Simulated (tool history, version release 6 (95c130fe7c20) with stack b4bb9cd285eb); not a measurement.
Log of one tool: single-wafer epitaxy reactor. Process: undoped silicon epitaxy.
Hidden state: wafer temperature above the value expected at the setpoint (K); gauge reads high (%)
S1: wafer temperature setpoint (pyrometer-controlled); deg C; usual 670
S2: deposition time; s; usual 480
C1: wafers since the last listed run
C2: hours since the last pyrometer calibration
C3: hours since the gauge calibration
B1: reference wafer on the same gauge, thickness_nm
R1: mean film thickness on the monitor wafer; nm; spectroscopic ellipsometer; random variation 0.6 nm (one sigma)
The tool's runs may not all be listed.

run	hour	S1	S2	C1	C2	C3	B1	R1
1	0.0	660	480	0	1584.7	464.5	149.997	103.688
2	14.6	660	480	52	1599.3	479.1	149.778	104.582
3	35.0	660	480	73	1619.7	499.5	149.870	104.072
4	48.2	670	480	47	1632.9	512.7	150.041	126.127
5	64.0	670	480	57	1648.7	528.5	149.693	125.239
6	82.9	664	480	68	1667.6	547.4	150.054	112.476
7	105.6	664	480	81	1690.3	570.1	150.188	111.817
8	138.7	664	480	119	1723.4	603.2	149.536	112.436
9	166.2	676	480	99	1750.9	630.7	149.778	140.222
10	273.2	676	480	386	1857.9	737.7	149.844	141.042
# hour 293.7: gauge calibrated
11	298.8	682	452	92	1883.5	5.1	149.704	147.542
12	322.8	682	452	86	1907.5	29.1	150.345	148.446
13	345.2	670	480	80	1929.9	51.5	150.247	124.405
14	359.4	670	480	51	1944.1	65.7	149.991	125.623
15	384.6	670	480	90	1969.3	90.9	150.139	125.427
16	410.7	684	480	94	1995.4	117.0	149.751	160.846
17	454.7	663	435	158	2039.4	161.0	149.790	99.654
18	478.3	675	505	85	2063.0	184.6	149.967	144.001
19	500.2	666	403	79	2084.9	206.5	149.723	97.009
# hour 531.1: pyrometer calibrated
20	533.2	670	533	90	2.1	239.5	150.032	150.121
21	560.0	670	480	96	28.9	266.3	150.375	133.836
22	596.6	678	421	132	65.5	302.9	150.087	135.912
23	624.9	661	564	102	93.8	331.2	150.281	132.000
24	649.6	661	388	89	118.5	355.9	149.867	90.731
25	664.0	677	561	51	132.9	370.3	149.894	174.748
26	688.3	670	393	87	157.2	394.6	150.133	107.852
27	721.0	670	480	117	189.9	427.3	150.059	131.296
28	745.7	670	480	89	214.6	452.0	150.189	130.666

Forecast each of these 5 alternatives for the next run:
A	746.2	670	574	1	215.1	452.5	?	?
B	746.2	681	555	1	215.1	452.5	?	?
C	746.2	675	521	1	215.1	452.5	?	?
D	746.2	664	417	1	215.1	452.5	?	?
E	746.2	670	550	1	215.1	452.5	?	?

run	B1	R1
A	149.988	156.549
B	149.988	185.481
C	149.988	155.928
D	149.988	101.613
E	149.988	150.004
Without the tool's hidden state the same runs would have given:
run	R1
A	161.635
B	191.380
C	160.945
D	104.953
E	154.876

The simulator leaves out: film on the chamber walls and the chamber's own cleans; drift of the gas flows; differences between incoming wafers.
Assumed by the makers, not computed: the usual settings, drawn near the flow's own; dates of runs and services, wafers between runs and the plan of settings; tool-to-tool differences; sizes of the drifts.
